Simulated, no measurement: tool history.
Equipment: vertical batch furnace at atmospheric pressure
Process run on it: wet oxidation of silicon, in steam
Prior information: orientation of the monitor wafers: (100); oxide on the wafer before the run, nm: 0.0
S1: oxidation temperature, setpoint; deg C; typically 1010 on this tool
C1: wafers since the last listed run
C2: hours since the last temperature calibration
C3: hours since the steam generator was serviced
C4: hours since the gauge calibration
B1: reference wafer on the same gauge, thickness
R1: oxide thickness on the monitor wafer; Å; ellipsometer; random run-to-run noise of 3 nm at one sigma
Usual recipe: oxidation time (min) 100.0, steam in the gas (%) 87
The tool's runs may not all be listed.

run 1 hour=0.0 | S1=1010 oxidation_time_(min)=100.0 steam_in_the_gas_(%)=87 | C1=0 C2=2456.4 C3=2504.9 C4=44.2 | B1=590.90 | R1=5248.4
run 2 hour=12.6 | S1=1010 oxidation_time_(min)=100.0 steam_in_the_gas_(%)=87 | C1=214 C2=2469.0 C3=2517.5 C4=56.8 | B1=590.40 | R1=5277.8
run 3 hour=24.9 | S1=1010 oxidation_time_(min)=100.0 steam_in_the_gas_(%)=87 | C1=209 C2=2481.3 C3=2529.8 C4=69.1 | B1=590.14 | R1=5211.6
run 4 hour=32.6 | S1=1010 oxidation_time_(min)=100.0 steam_in_the_gas_(%)=87 | C1=131 C2=2489.0 C3=2537.5 C4=76.8 | B1=592.62 | R1=5256.5
run 5 hour=51.0 | S1=1010 oxidation_time_(min)=100.0 steam_in_the_gas_(%)=87 | C1=313 C2=2507.4 C3=2555.9 C4=95.2 | B1=592.17 | R1=5263.4
run 6 hour=69.9 | S1=1010 oxidation_time_(min)=100.0 steam_in_the_gas_(%)=87 | C1=322 C2=2526.3 C3=2574.8 C4=114.1 | B1=590.49 | R1=5237.5
-- hour=95.9 steam generator serviced
run 7 hour=96.4 | S1=1010 oxidation_time_(min)=100.0 steam_in_the_gas_(%)=87 | C1=42 C2=2552.8 C3=0.5 C4=140.6 | B1=591.33 | R1=5327.0
-- hour=113.8 gauge calibrated
-- hour=131.7 thermocouples replaced and temperature profile calibrated
run 8 hour=132.2 | S1=1010 oxidation_time_(min)=100.0 steam_in_the_gas_(%)=87 | C1=201 C2=0.5 C3=36.3 C4=18.4 | B1=592.18 | R1=5260.8
run 9 hour=136.9 | S1=1032 oxidation_time_(min)=100.0 steam_in_the_gas_(%)=87 | C1=80 C2=5.2 C3=41.0 C4=23.1 | B1=590.62 | R1=5923.9
run 10 hour=141.5 | S1=1010 oxidation_time_(min)=100.0 steam_in_the_gas_(%)=87 | C1=78 C2=9.8 C3=45.6 C4=27.7 | B1=590.96 | R1=5206.1
run 11 hour=156.1 | S1=1010 oxidation_time_(min)=100.0 steam_in_the_gas_(%)=93 | C1=248 C2=24.4 C3=60.2 C4=42.3 | B1=591.36 | R1=5519.6
run 12 hour=173.8 | S1=993 oxidation_time_(min)=64.5 steam_in_the_gas_(%)=80 | C1=301 C2=42.1 C3=77.9 C4=60.0 | B1=591.39 | R1=3277.5
run 13 hour=189.7 | S1=986 oxidation_time_(min)=135.5 steam_in_the_gas_(%)=87 | C1=271 C2=58.0 C3=93.8 C4=75.9 | B1=592.14 | R1=5497.3
run 14 hour=197.1 | S1=992 oxidation_time_(min)=100.0 steam_in_the_gas_(%)=79 | C1=126 C2=65.4 C3=101.2 C4=83.3 | B1=592.00 | R1=4387.7
run 15 hour=213.3 | S1=994 oxidation_time_(min)=142.5 steam_in_the_gas_(%)=93 | C1=276 C2=81.6 C3=117.4 C4=99.5 | B1=591.32 | R1=6233.2
run 16 hour=223.4 | S1=1010 oxidation_time_(min)=100.0 steam_in_the_gas_(%)=80 | C1=172 C2=91.7 C3=127.5 C4=109.6 | B1=591.08 | R1=5030.9
run 17 hour=235.1 | S1=1010 oxidation_time_(min)=100.0 steam_in_the_gas_(%)=87 | C1=199 C2=103.4 C3=139.2 C4=121.3 | B1=589.36 | R1=5248.2

What was the tool's hidden state at every run in the log?
true tube temperature minus thermocouple reading, K: 0 across all the runs
steam share off its setpoint, % of the setpoint: 0 across all the runs
gauge reads high (%): 0 across all the runs
